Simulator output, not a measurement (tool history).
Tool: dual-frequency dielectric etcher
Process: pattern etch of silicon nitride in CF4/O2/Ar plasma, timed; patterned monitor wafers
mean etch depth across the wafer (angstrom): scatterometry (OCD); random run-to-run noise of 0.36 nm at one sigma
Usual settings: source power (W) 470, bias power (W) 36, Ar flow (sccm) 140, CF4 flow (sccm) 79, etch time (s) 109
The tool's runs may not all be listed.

run	hour	source power (W)	bias power (W)	Ar flow (sccm)	CF4 flow (sccm)	etch time (s)	read-back reference wafer on the same gauge, depth_nm	mean etch depth across the wafer (angstrom)
1	0	470	36	140	79	95.5	155.1	1402
2	12.3	470	38	158	86	123.5	155.1	1847
3	21.3	430	30	140	87	109	155	1320
4	37.1	470	36	140	79	109	155	1602
5	47.2	470	33	140	86	109	155.1	1535
6	62.5	470	36	140	79	109	154.9	1600
7	69.6	510	36	171	79	109	154.8	1669
8	81.2	470	36	140	79	109	155	1602
9	109.1	470	36	153	79	109	154.9	1568
10	109.5	470	33	168	72	109	155.2	1426
11	117.2	470	36	160	79	126	155.1	1790
12	129.4	470	36	140	79	109	155.1	1602
13	144.1	470	34	140	70	136.5	155	1901
14	152.5	470	44	108	79	109	155.1	1908
15	161.6	470	36	140	79	95.5	154.9	1400
16	176.5	470	40	155	84	84	155	1297
17	193.3	470	36	151	79	96.5	154.9	1391
18	211.2	380	36	120	71	90	155	1074
19	217.2	470	36	140	79	109	155.2	1600
20	223.8	470	32	129	94	118.5	154.8	1700
21	241.7	470	36	140	79	109	154.7	1598

Not shown: 5 entries that the log had between the listed runs. Between which runs, and how does the tool's hidden state differ before and after?
Runs 8 to 9: CF4 flow controller replaced (hour 104.9); wet clean of the chamber (hour 108.6)
  the hidden state is the same at both runs
Runs 11 to 12: gauge calibrated (hour 125.4)
  the hidden state is the same at both runs
Runs 13 to 14: source power generator calibrated (hour 151.5); Ar flow controller replaced (hour 152)
  the hidden state is the same at both runs
